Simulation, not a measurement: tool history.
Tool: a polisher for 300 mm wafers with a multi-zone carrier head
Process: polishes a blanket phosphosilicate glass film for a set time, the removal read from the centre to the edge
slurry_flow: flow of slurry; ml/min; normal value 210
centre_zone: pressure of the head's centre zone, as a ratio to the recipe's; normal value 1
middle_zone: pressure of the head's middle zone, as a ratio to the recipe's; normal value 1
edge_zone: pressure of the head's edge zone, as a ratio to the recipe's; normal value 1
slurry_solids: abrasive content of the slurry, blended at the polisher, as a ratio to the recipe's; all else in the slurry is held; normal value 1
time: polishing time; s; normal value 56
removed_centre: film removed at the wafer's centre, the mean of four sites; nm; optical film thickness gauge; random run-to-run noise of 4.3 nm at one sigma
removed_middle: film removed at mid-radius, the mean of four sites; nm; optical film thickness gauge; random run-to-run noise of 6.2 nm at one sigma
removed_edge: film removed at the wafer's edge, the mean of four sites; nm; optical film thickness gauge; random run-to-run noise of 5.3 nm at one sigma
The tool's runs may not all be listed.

run	hour	slurry_flow	centre_zone	middle_zone	edge_zone	slurry_solids	time	wafers since the last listed run	wafers polished on this pad	hours since the slurry nozzle was cleaned	hours since the centre zone pressure was calibrated	hours since the edge zone pressure was calibrated	hours since the carrier head's membrane was replaced	incoming thickness of the incoming film, nm	removed_centre	removed_middle	removed_edge
1	0	160	1	1	1	1	56	0	528	380.3	18.9	354.9	1714.3	3978.3	470	477.3	473.7
2	42.7	210	1	1	1	1.05	56	277	806	423	61.6	397.6	1757	4063.3	522.5	506.9	504.7
3	92.9	210	1	1	1	1.05	56	326	1132	473.2	111.8	447.8	1807.2	4043.2	510.2	513.5	504.7
4	136.2	210	1	1	1	1	56	281	1414	516.5	155.1	491.1	1850.5	4121	510.5	499.7	510.5
# hour 172.6: edge zone pressure recalibrated
# hour 176.9: worn pad replaced by a new one
# hour 179: slurry nozzle cleaned
5	182.4	210	1	1	1	1	56	254	29	3.4	201.3	9.8	1896.7	4055.5	508.6	505	510.5
6	253.7	210	1	1	1	1	56	463	493	74.7	272.6	81.1	1968	4025.1	515.6	500.4	494.8
7	288.8	210	1	1	0.91	1	56	228	721	109.8	307.7	116.2	2003.1	4056	516.9	504.1	478.5
# hour 303.3: carrier head's membrane replaced by a new one
# hour 324.3: centre zone pressure recalibrated
8	346.6	210	1	1	1	1	56	330	1051	167.6	22.3	174	43.3	4049.2	548.4	498.3	494
# hour 484.1: worn pad replaced by a new one
9	489.5	210	1	1	1	1	56	903	35	310.5	165.2	316.9	186.2	4064.1	557.4	495.5	505.9
10	547.6	210	0.93	1.09	1	1	65	377	413	368.6	223.3	375	244.3	4028.4	612.8	618.5	575.4
11	595	160	1	1	1	1	56	308	721	416	270.7	422.4	291.7	4038.9	540.6	478.7	485.2
# hour 616.3: centre zone pressure recalibrated, repeated, since the last time left the tool worse
12	646.4	210	1	0.96	0.92	1	56	321	1042	467.4	30.1	473.8	343.1	4012.3	492.8	474.8	483.6
13	677.9	210	1	1.08	1	1	56	204	1247	498.9	61.6	505.3	374.6	4079.1	499.5	518.3	497.3
# hour 718.8: edge zone pressure recalibrated
# hour 772.6: worn pad replaced by a new one
# hour 845: slurry nozzle cleaned
14	880.2	210	1	1	1.11	1	56	1269	693	35.2	263.9	161.4	576.9	4022.7	515.5	487.8	522.4
15	914.5	210	0.95	0.94	1	1	56	223	916	69.5	298.2	195.7	611.2	4077	492.6	468.1	502.1
16	961.2	210	1	1	1	1	56	303	1219	116.2	344.9	242.4	657.9	4007.3	521.4	497	495.9
17	990.2	210	1.11	1	1	1	56	188	1408	145.2	373.9	271.4	686.9	4044	571.9	503.6	498.1
18	1016.2	210	0.93	1	1	1	37	169	1577	171.2	399.9	297.4	712.9	4040.6	320.3	323.1	325.4

What does the tool deliver on the next run?
# hour 1031.4: worn pad replaced by a new one
# hour 1037.4: centre zone pressure recalibrated
19	1047.5	210	1	1	1	0.85	46	164	91	202.5	10.1	328.7	744.2	4030.9	?	?	?

Run 19 measured removed_centre 368.5 nm, removed_middle 373.6 nm, removed_edge 364.8 nm.
Take away the tool's hidden state, keep the run-to-run variation as it was, and the same run would have given removed_centre 364.2 nm, removed_middle 373.6 nm, removed_edge 364.8 nm.

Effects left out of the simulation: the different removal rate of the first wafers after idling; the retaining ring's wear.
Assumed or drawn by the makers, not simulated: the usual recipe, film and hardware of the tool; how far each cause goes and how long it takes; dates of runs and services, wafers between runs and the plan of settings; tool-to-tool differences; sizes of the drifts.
